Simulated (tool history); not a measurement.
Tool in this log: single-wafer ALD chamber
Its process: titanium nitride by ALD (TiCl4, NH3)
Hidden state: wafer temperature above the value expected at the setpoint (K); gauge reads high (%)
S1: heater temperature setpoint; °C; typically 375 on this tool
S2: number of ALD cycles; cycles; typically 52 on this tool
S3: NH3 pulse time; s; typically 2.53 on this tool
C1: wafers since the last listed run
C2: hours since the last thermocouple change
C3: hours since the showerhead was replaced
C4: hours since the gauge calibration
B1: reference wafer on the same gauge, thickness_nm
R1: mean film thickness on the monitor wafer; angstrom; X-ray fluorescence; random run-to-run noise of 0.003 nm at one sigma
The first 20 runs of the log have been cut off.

run,day,S1,S2,S3,C1,C2,C3,C4,B1,R1
# day 12.329: showerhead replaced
21,12.388,363,46,3.42,27,2597.2,1.4,46.9,0.917,8.83
22,12.9,375,56,2.53,55,2609.5,13.7,59.2,0.916,10.76
23,13.571,367,52,2.53,73,2625.6,29.8,75.3,0.917,9.81
24,13.871,365,48,2.53,32,2632.8,37,82.5,0.917,9.04
25,14.321,364,52,3.24,49,2643.6,47.8,93.3,0.917,9.88
26,14.638,363,48,2.87,34,2651.2,55.4,100.9,0.917,9.05
# day 15.129: thermocouple changed; heater temperature recalibrated
27,15.262,375,42,1.68,31,3.2,70.4,115.9,0.917,7.89
28,15.808,375,52,2.53,59,16.3,83.5,129,0.916,10
29,16.488,385,52,3.26,73,32.6,99.8,145.3,0.916,10.14
30,16.85,375,56,2.53,39,41.3,108.5,154,0.917,10.72
31,17.429,375,56,2.53,63,55.2,122.4,167.9,0.917,10.76
32,18.05,364,61,2.22,67,70.1,137.3,182.8,0.917,11.34
33,18.708,375,59,2.53,71,85.9,153.1,198.6,0.917,11.31
34,19.254,375,52,2.53,59,99,166.2,211.7,0.917,10.04
35,19.562,375,52,2.53,33,106.4,173.6,219.1,0.917,9.93
36,19.846,375,52,1.77,30,113.2,180.4,225.9,0.916,9.83
37,20.321,365,52,3.39,51,124.6,191.8,237.3,0.917,9.94
38,20.575,375,46,1.77,27,130.7,197.9,243.4,0.918,8.63
39,21.212,385,60,3.21,69,146,213.2,258.7,0.917,11.64
40,21.629,370,62,3.34,45,156,223.2,268.7,0.917,11.9

Below are 4 alternative next runs, each starting from the tool's condition after run 40. Predict each:
A,21.65,375,52,2.53,2,156.5,223.7,269.2,?,?
B,21.65,387,52,3.16,2,156.5,223.7,269.2,?,?
C,21.65,364,52,2,2,156.5,223.7,269.2,?,?
D,21.65,371,52,3.07,2,156.5,223.7,269.2,?,?

run,B1,R1
A,0.917,10
B,0.917,10.17
C,0.917,9.67
D,0.917,10.02
The same runs, with their run-to-run variation unchanged, on a tool lacking any hidden condition would have given:
run,R1
A,10
B,10.17
C,9.67
D,10.02
